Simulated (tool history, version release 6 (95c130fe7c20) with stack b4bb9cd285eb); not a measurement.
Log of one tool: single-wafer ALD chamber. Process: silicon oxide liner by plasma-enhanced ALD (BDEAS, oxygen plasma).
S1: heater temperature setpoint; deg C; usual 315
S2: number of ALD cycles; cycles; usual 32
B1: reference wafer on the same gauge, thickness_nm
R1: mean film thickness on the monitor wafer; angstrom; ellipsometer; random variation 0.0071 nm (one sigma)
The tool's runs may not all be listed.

{"run": 1, "day": 0.0, "S1": 323, "S2": 32, "B1": 2.71, "R1": 27.94}
{"run": 2, "day": 0.25, "S1": 315, "S2": 32, "B1": 2.711, "R1": 28.44}
{"run": 3, "day": 0.633, "S1": 315, "S2": 32, "B1": 2.711, "R1": 28.43}
{"run": 4, "day": 1.308, "S1": 315, "S2": 32, "B1": 2.712, "R1": 28.39}
{"run": 5, "day": 2.012, "S1": 318, "S2": 36, "B1": 2.708, "R1": 31.81}
{"run": 6, "day": 2.458, "S1": 318, "S2": 36, "B1": 2.71, "R1": 31.68}
{"run": 7, "day": 2.992, "S1": 318, "S2": 36, "B1": 2.709, "R1": 31.82}
{"run": 8, "day": 3.333, "S1": 323, "S2": 35, "B1": 2.71, "R1": 30.65}
{"day": 3.762, "done": "thermocouple changed; heater temperature recalibrated"}
{"run": 9, "day": 3.967, "S1": 302, "S2": 28, "B1": 2.711, "R1": 25.19}
{"day": 4.071, "done": "gauge calibrated"}
{"run": 10, "day": 4.246, "S1": 315, "S2": 32, "B1": 2.712, "R1": 28.34}
{"run": 11, "day": 4.954, "S1": 318, "S2": 36, "B1": 2.713, "R1": 31.68}
{"run": 12, "day": 5.558, "S1": 322, "S2": 32, "B1": 2.709, "R1": 28.05}
{"run": 13, "day": 5.825, "S1": 315, "S2": 32, "B1": 2.709, "R1": 28.43}
{"run": 14, "day": 6.1, "S1": 304, "S2": 30, "B1": 2.713, "R1": 27.02}
{"run": 15, "day": 6.492, "S1": 320, "S2": 37, "B1": 2.71, "R1": 32.63}

5 ways to go on from here, each from the tool as it stands after run 15. What would each give?
{"run": "A", "day": 6.508, "S1": 315, "S2": 32, "B1": "?", "R1": "?"}
{"run": "B", "day": 6.508, "S1": 300, "S2": 26, "B1": "?", "R1": "?"}
{"run": "C", "day": 6.508, "S1": 324, "S2": 32, "B1": "?", "R1": "?"}
{"run": "D", "day": 6.508, "S1": 310, "S2": 27, "B1": "?", "R1": "?"}
{"run": "E", "day": 6.508, "S1": 315, "S2": 27, "B1": "?", "R1": "?"}

run=A B1=2.71 R1=28.4
run=B B1=2.71 R1=23.51
run=C B1=2.71 R1=28.08
run=D B1=2.71 R1=24.12
run=E B1=2.71 R1=23.96
Without the tool's hidden state the same runs would have given:
run=A R1=28.4
run=B R1=23.51
run=C R1=28.08
run=D R1=24.12
run=E R1=23.96
